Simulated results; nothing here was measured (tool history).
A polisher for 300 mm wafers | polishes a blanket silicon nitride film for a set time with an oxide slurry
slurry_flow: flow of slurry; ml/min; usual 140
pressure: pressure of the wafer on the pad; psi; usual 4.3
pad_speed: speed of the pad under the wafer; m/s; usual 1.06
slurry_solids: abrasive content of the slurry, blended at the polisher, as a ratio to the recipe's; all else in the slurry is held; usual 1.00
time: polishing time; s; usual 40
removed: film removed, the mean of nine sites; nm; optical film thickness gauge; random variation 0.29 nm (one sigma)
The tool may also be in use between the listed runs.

run	hour	slurry_flow	pressure	pad_speed	slurry_solids	time	incoming thickness of the incoming film, nm	removed
1	0.0	140	4.3	1.06	1.00	40	349.8	25.7
2	16.7	140	4.3	1.06	1.00	40	352.9	26.0
3	27.7	140	4.3	1.06	1.00	40	346.9	26.1
4	33.8	140	4.3	0.84	0.80	40	355.0	19.4
5	49.5	140	3.1	1.06	1.00	40	354.0	20.8
6	63.9	140	3.0	1.06	1.15	40	351.4	21.0
7	76.0	140	3.2	1.06	1.20	27	347.4	15.0
# hour 80.4: head pressure recalibrated
8	82.9	140	4.3	1.06	1.00	40	351.8	26.3
# hour 88.9: conditioning disc replaced and pad reconditioned
9	90.1	140	4.3	1.06	1.00	40	353.0	26.5
10	96.7	140	4.3	1.06	1.00	40	346.9	26.2
# hour 122.4: worn pad replaced by a new one
11	144.3	140	4.9	1.06	1.10	40	348.8	28.3
12	151.3	160	4.3	0.76	1.00	49	350.1	23.8
13	158.2	140	4.3	1.06	1.00	40	344.0	24.9
# hour 163.4: slurry blender recalibrated
14	171.3	140	4.3	1.06	1.15	50	352.7	35.5
15	184.1	140	4.3	0.92	1.00	40	349.1	24.4
# hour 190.2: slurry nozzle cleaned
16	201.6	115	4.3	1.06	1.00	40	344.2	25.9
17	215.4	185	3.7	1.06	1.00	40	348.1	25.6
18	225.1	140	4.3	0.80	0.80	40	354.0	19.7
19	241.2	125	4.3	1.06	1.00	40	346.7	26.1
# hour 246.9: worn pad replaced by a new one
20	253.1	110	3.6	0.78	1.00	51	355.2	22.6
# hour 259.1: conditioning disc replaced and pad reconditioned
21	260.2	90	3.0	1.06	1.00	50	353.2	24.5
22	270.7	140	4.3	1.24	0.70	35	347.8	22.7

The next listed run, before its measurement:
23	284.7	180	4.3	1.06	1.15	40	354.5	?

removed: 28.4 nm
Without the tool's hidden state the same run would have given removed 30.8 nm.
